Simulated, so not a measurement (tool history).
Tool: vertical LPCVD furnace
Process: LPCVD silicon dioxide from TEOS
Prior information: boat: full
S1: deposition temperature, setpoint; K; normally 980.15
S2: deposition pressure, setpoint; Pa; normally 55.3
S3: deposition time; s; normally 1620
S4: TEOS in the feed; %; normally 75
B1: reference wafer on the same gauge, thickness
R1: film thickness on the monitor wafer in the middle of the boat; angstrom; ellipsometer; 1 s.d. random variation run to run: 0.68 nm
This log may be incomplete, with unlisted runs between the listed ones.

| run | hour | S1 | S2 | S3 | S4 | B1 | R1 |
|---|---|---|---|---|---|---|---|
| 1 | 0.0 | 980.15 | 55.3 | 1620 | 75 | 331.78 | 3296.0 |
| 2 | 17.6 | 980.15 | 55.3 | 1620 | 75 | 332.04 | 3278.6 |
| 3 | 34.8 | 980.15 | 55.3 | 1620 | 75 | 332.13 | 3308.9 |
| 4 | 55.4 | 980.15 | 55.3 | 1620 | 75 | 331.86 | 3297.7 |
| 5 | 71.6 | 980.15 | 55.3 | 1620 | 75 | 332.15 | 3294.0 |
| 6 | 104.3 | 980.15 | 55.3 | 1620 | 75 | 332.04 | 3297.4 |
| 7 | 136.7 | 980.15 | 55.3 | 1620 | 75 | 331.93 | 3310.5 |
| 8 | 150.4 | 980.15 | 55.3 | 1620 | 75 | 332.11 | 3305.2 |
| 9 | 165.8 | 980.15 | 55.3 | 1620 | 75 | 332.04 | 3295.2 |
| 10 | 194.9 | 980.15 | 55.3 | 1620 | 75 | 331.96 | 3314.2 |
| 11 | 230.6 | 980.15 | 55.3 | 1620 | 75 | 332.03 | 3312.1 |
| 12 | 244.4 | 980.15 | 55.3 | 1620 | 75 | 332.04 | 3306.9 |
| 13 | 269.7 | 980.15 | 55.3 | 1800 | 75 | 331.77 | 3666.1 |
| 14 | 293.3 | 980.15 | 55.3 | 1620 | 75 | 332.06 | 3292.3 |
|  | 323.4 | pressure gauge zeroed |
| 15 | 323.9 | 980.15 | 65.3 | 1200 | 81 | 331.75 | 2765.8 |
| 16 | 330.5 | 980.15 | 55.3 | 1890 | 61 | 332.04 | 3474.9 |
| 17 | 342.5 | 980.15 | 65.3 | 1200 | 81 | 332.10 | 2758.5 |
| 18 | 365.7 | 990.15 | 49.3 | 1620 | 84 | 331.88 | 4130.4 |
| 19 | 401.5 | 989.15 | 55.3 | 1410 | 80 | 331.94 | 3624.4 |
|  | 436.7 | gauge calibrated |
|  | 457.2 | thermocouples replaced and temperature profile calibrated |
| 20 | 457.7 | 980.15 | 66.0 | 1620 | 83 | 331.84 | 3475.1 |
| 21 | 470.3 | 988.15 | 55.3 | 1890 | 75 | 332.19 | 4236.2 |
| 22 | 496.0 | 987.15 | 48.0 | 1050 | 85 | 331.93 | 2286.3 |
| 23 | 528.1 | 980.15 | 55.3 | 1620 | 75 | 331.82 | 3051.4 |
|  | 566.7 | TEOS flow controller replaced |
| 24 | 567.2 | 980.15 | 55.3 | 1890 | 75 | 332.00 | 3571.1 |
| 25 | 661.8 | 986.15 | 51.3 | 1860 | 75 | 331.78 | 3910.4 |
| 26 | 681.3 | 980.15 | 51.3 | 2100 | 75 | 332.08 | 3861.9 |
| 27 | 715.4 | 980.15 | 55.3 | 1620 | 75 | 332.23 | 3090.1 |
| 28 | 729.6 | 988.15 | 55.3 | 2160 | 69 | 332.03 | 4763.6 |

Pick out some run-to-run changes in R1. Of each, how much would a tool without hidden state show as well, from the settings, what came in and chance, and how much is left for the hidden state and any gauge scatter not in both results compared?
Hidden conditions of the tool in this case: true tube temperature minus thermocouple reading, K; true pressure minus gauge reading, mTorr; deviation of the TEOS flow from its setpoint, %; gauge reads high (%).
Run 17 -> 18: S1 980.15 -> 990.15, S2 65.3 -> 49.3, S3 1200 -> 1620, S4 81 -> 84. R1 +1371.9 angstrom: hidden state +125.5, all else +1246.4.
Run 19 -> 20: S1 989.15 -> 980.15, S2 55.3 -> 66.0, S3 1410 -> 1620, S4 80 -> 83, gauge calibrated, thermocouples replaced and temperature profile calibrated. R1 -149.3 angstrom: hidden state -300.9, all else +151.6.
Run 21 -> 22: S1 988.15 -> 987.15, S2 55.3 -> 48.0, S3 1890 -> 1050, S4 75 -> 85. R1 -1949.9 angstrom: hidden state -21.1, all else -1928.8.
Run 27 -> 28: S1 980.15 -> 988.15, S3 1620 -> 2160, S4 75 -> 69. R1 +1673.5 angstrom: hidden state +63.0, all else +1610.5.
